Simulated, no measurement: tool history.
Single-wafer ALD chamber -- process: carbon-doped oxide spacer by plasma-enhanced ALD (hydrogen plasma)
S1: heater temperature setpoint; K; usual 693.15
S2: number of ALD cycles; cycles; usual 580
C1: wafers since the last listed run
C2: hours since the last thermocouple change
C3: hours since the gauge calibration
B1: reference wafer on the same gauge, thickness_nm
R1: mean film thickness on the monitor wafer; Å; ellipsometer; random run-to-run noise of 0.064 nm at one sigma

run 1 day=0 | S1=693.15 S2=580 | C1=0 C2=1500.9 C3=209.7 | B1=24.026 | R1=252.87
run 2 day=1.392 | S1=693.15 S2=643 | C1=15 C2=1534.3 C3=243.1 | B1=23.997 | R1=280.78
run 3 day=1.892 | S1=704.15 S2=580 | C1=5 C2=1546.3 C3=255.1 | B1=24.014 | R1=244.22
run 4 day=3.283 | S1=704.15 S2=580 | C1=15 C2=1579.7 C3=288.5 | B1=24.017 | R1=244.3
run 5 day=4.329 | S1=693.15 S2=608 | C1=11 C2=1604.8 C3=313.6 | B1=23.983 | R1=264.02
-- day=5.729 thermocouple changed; heater temperature recalibrated
run 6 day=5.75 | S1=693.15 S2=608 | C1=11 C2=0.5 C3=347.7 | B1=23.988 | R1=265.62
run 7 day=6.321 | S1=688.15 S2=580 | C1=6 C2=14.2 C3=361.4 | B1=23.975 | R1=256.8
run 8 day=7.796 | S1=693.15 S2=608 | C1=16 C2=49.6 C3=396.8 | B1=23.967 | R1=264.76
run 9 day=8.921 | S1=698.15 S2=466 | C1=12 C2=76.6 C3=423.8 | B1=23.963 | R1=199.61

For run 10, what comes out?
-- day=9.6 gauge calibrated
run 10 day=10.017 | S1=693.15 S2=676 | C1=12 C2=102.9 C3=10 | B1=? | R1=?

B1: 24.308
R1: 297 Å
With the hidden condition absent and the run-to-run variation left alone, this run would have shown R1 297.07 Å.
